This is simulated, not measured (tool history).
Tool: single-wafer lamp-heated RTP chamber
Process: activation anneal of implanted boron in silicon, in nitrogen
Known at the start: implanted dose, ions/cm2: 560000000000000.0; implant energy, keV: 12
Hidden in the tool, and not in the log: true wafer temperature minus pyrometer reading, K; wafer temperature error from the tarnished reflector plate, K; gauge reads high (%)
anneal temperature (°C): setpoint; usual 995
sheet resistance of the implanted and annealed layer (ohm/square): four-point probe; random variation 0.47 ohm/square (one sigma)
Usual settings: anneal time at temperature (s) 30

run    hour  anneal temperature (°C)  anneal time at temperature (s)  wafers since the last listed run  wafers since the last pyrometer calibration  wafers since the reflector plate was cleaned  hours since the gauge calibration  read-back reference wafer on the same gauge, sheet resistance  sheet resistance of the implanted and annealed layer (ohm/square)
  1       0                      995                              30                                 0                                         2844                                          2844                              293.2                                                            168                                                             197.88
  2    26.7                      995                              30                               369                                         3213                                          3213                              319.9                                                          167.9                                                              197.6
  3    78.9                      995                              30                               722                                         3936                                          3936                              372.1                                                         167.98                                                             196.29
  4     129                      995                              30                               693                                         4630                                          4630                              422.2                                                         168.03                                                             196.69
  5   169.3                      995                              30                               557                                         5188                                          5188                              462.5                                                         168.03                                                             197.45
  6   193.5                      995                              30                               335                                         5523                                          5523                              486.7                                                          168.1                                                             197.12
      240.1  -- pyrometer window cleaned and pyrometer calibrated
  7     258                      995                              30                               782                                          247                                          6305                              551.2                                                         167.97                                                             196.75
  8   315.8                      995                              30                               800                                         1047                                          7105                                609                                                         168.02                                                             196.16
      376.4  -- reflector plate cleaned
  9   475.1                      995                              30                              2094                                         3142                                          1366                              768.3                                                         167.89                                                              195.7
 10   528.6                      995                              30                               740                                         3883                                          2107                              821.8                                                         168.04                                                             196.25
 11   592.2                      995                              30                               880                                         4763                                          2987                              885.4                                                         167.88                                                             195.89
 12   639.9                      995                              30                               660                                         5423                                          3648                              933.1                                                         167.99                                                             194.83
      640.4  -- gauge calibrated
      652.5  -- pyrometer window cleaned and pyrometer calibrated
      669.5  -- reflector plate cleaned, repeated, since the last time left the tool worse
 13   695.8                      995                              30                               552                                          489                                           364                               55.4                                                         168.07                                                             198.01
 14   727.5                      995                              30                               438                                          928                                           802                               87.1                                                            168                                                             197.17
 15   782.5                      995                              30                               761                                         1689                                          1564                              142.1                                                         167.91                                                             198.11
 16   860.5                      987                              13                              1079                                         2769                                          2644                              220.1                                                         167.98                                                             201.94
 17   891.7                     1016                              45                               431                                         3201                                          3075                              251.3                                                         168.07                                                             193.83
 18     949                      970                              30                               793                                         3994                                          3869                              308.6                                                         167.96                                                             208.46
 19     976                      982                              25                               373                                         4368                                          4242                              335.6                                                          168.1                                                             202.27
 20  1011.1                      982                              44                               485                                         4854                                          4728                              370.7                                                         167.77                                                             198.97
 21  1070.4                     1012                              18                               820                                         5674                                          5549                                430                                                         167.99                                                             194.73
 22  1114.6                     1013                              46                               611                                         6286                                          6161                              474.2                                                         168.07                                                             193.98
     1142.4  -- pyrometer window cleaned and pyrometer calibrated
 23  1178.6                      995                              39                               775                                          501                                          6936                              538.2                                                          167.9                                                             195.83
     1193.8  -- reflector plate cleaned
 24  1223.1                      995                              30                               505                                         1006                                           405                              582.7                                                         167.92                                                             197.44

3 ways to go on from here, each from the tool as it stands after run 24. What would each give?
  A  1223.5                      995                              30                                 5                                         1012                                           411                              583.1                                                              ?                                                                  ?
  B  1223.5                     1020                              40                                 5                                         1012                                           411                              583.1                                                              ?                                                                  ?
  C  1223.5                      980                              30                                 5                                         1012                                           411                              583.1                                                              ?                                                                  ?

run  read-back reference wafer on the same gauge, sheet resistance  sheet resistance of the implanted and annealed layer (ohm/square)
  A                                                         168.04                                                             198.14
  B                                                         168.04                                                              193.8
  C                                                         168.04                                                             203.57
Without the tool's hidden state the same runs would have given:
run  sheet resistance of the implanted and annealed layer (ohm/square)
  A                                                             198.29
  B                                                             193.86
  C                                                             203.88

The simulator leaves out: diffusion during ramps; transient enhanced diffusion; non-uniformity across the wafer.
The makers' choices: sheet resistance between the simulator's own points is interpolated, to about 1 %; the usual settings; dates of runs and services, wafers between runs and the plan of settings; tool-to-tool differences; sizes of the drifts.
